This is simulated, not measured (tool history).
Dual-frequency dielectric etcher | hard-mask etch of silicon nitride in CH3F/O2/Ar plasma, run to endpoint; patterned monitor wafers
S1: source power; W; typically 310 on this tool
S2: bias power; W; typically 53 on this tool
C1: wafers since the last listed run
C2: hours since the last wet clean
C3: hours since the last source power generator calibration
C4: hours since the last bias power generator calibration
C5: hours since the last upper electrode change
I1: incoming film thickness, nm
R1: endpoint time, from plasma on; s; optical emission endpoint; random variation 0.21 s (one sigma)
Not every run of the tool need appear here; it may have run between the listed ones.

run	hour	S1	S2	C1	C2	C3	C4	C5	I1	R1
1	0	310	53	0	90.5	3281.4	3632.5	2989.8	29.38	53.1
2	84.1	310	53	545	174.6	3365.5	3716.6	3073.9	29.63	53.7
3	325.3	310	53	1565	415.8	3606.7	3957.8	3315.1	29.57	53.7
# hour 422.3: wet clean of the chamber
4	422.8	310	53	477	0.5	3704.2	4055.3	3412.6	29.41	53.1
5	473.6	310	49	329	51.3	3755	4106.1	3463.4	29.92	55.3
6	518.8	310	53	293	96.5	3800.2	4151.3	3508.6	29.54	53.3
7	580.6	310	53	401	158.3	3862	4213.1	3570.4	29.56	53.8
8	667	310	53	560	244.7	3948.4	4299.5	3656.8	29.72	54
9	739.8	310	53	472	317.5	4021.2	4372.3	3729.6	29.68	53.8
10	838.3	310	53	639	416	4119.7	4470.8	3828.1	29.62	53.9
# hour 884.5: wet clean of the chamber
11	930.4	290	61	442	45.9	4211.8	4562.9	3920.2	30.14	53.6
12	1036.6	290	61	689	152.1	4318	4669.1	4026.4	29.98	52.5
13	1096	290	61	385	211.5	4377.4	4728.5	4085.8	29.71	52.2
14	1145.7	250	53	322	261.2	4427.1	4778.2	4135.5	29.95	56.9
15	1203.6	310	53	375	319.1	4485	4836.1	4193.4	29.4	53.3
16	1244	310	53	262	359.5	4525.4	4876.5	4233.8	29.83	54.1
# hour 1253.9: source power generator calibrated
# hour 1325.2: wet clean of the chamber
17	1325.7	290	63	348	0.5	71.8	4958.2	4315.5	29.74	52
18	1370.6	350	53	291	45.4	116.7	5003.1	4360.4	30.08	52.7
19	1419.4	240	43	316	94.2	165.5	5051.9	4409.2	29.86	61.5
20	1482	350	48	406	156.8	228.1	5114.5	4471.8	29.54	53.6
# hour 1549.6: upper electrode replaced
21	1580.8	310	53	485	255.6	326.9	5213.3	31.2	29.72	54.2
# hour 1618.6: bias power generator calibrated
22	1676.8	280	63	597	351.6	422.9	58.2	127.2	29.49	52.1
23	1770.8	310	53	610	445.6	516.9	152.2	221.2	29.65	53.5
# hour 1884.3: wet clean of the chamber
24	1884.8	360	60	584	0.5	630.9	266.2	335.2	29.72	49.8
25	1915	260	65	196	30.7	661.1	296.4	365.4	29.64	52.1
26	2004.8	310	53	582	120.5	750.9	386.2	455.2	29.57	53.7
27	2043.8	310	53	253	159.5	789.9	425.2	494.2	29.54	53.6
28	2129.7	310	53	557	245.4	875.8	511.1	580.1	29.68	53.9
29	2168.7	390	41	253	284.4	914.8	550.1	619.1	29.35	53.9
30	2266.3	310	53	633	382	1012.4	647.7	716.7	29.63	53.8
31	2332.9	260	45	432	448.6	1079	714.3	783.3	29.88	59.2
# hour 2441.1: wet clean of the chamber
32	2441.6	310	59	549	0.5	1187.7	823	892	29.54	51.8

5 ways to go on from here, each from the tool as it stands after run 32. What would each give?
A	2442	290	53	2	0.9	1188.1	823.4	892.4	29.97	?
B	2442	350	66	2	0.9	1188.1	823.4	892.4	29.97	?
C	2442	390	47	2	0.9	1188.1	823.4	892.4	29.97	?
D	2442	370	60	2	0.9	1188.1	823.4	892.4	29.97	?
E	2442	280	65	2	0.9	1188.1	823.4	892.4	29.97	?

run	R1
A	55.4
B	49.2
C	52.9
D	49.9
E	52.4
The same runs, with their run-to-run variation unchanged, on a tool lacking any hidden condition would have given:
run	R1
A	55.4
B	49.2
C	52.9
D	49.9
E	52.4
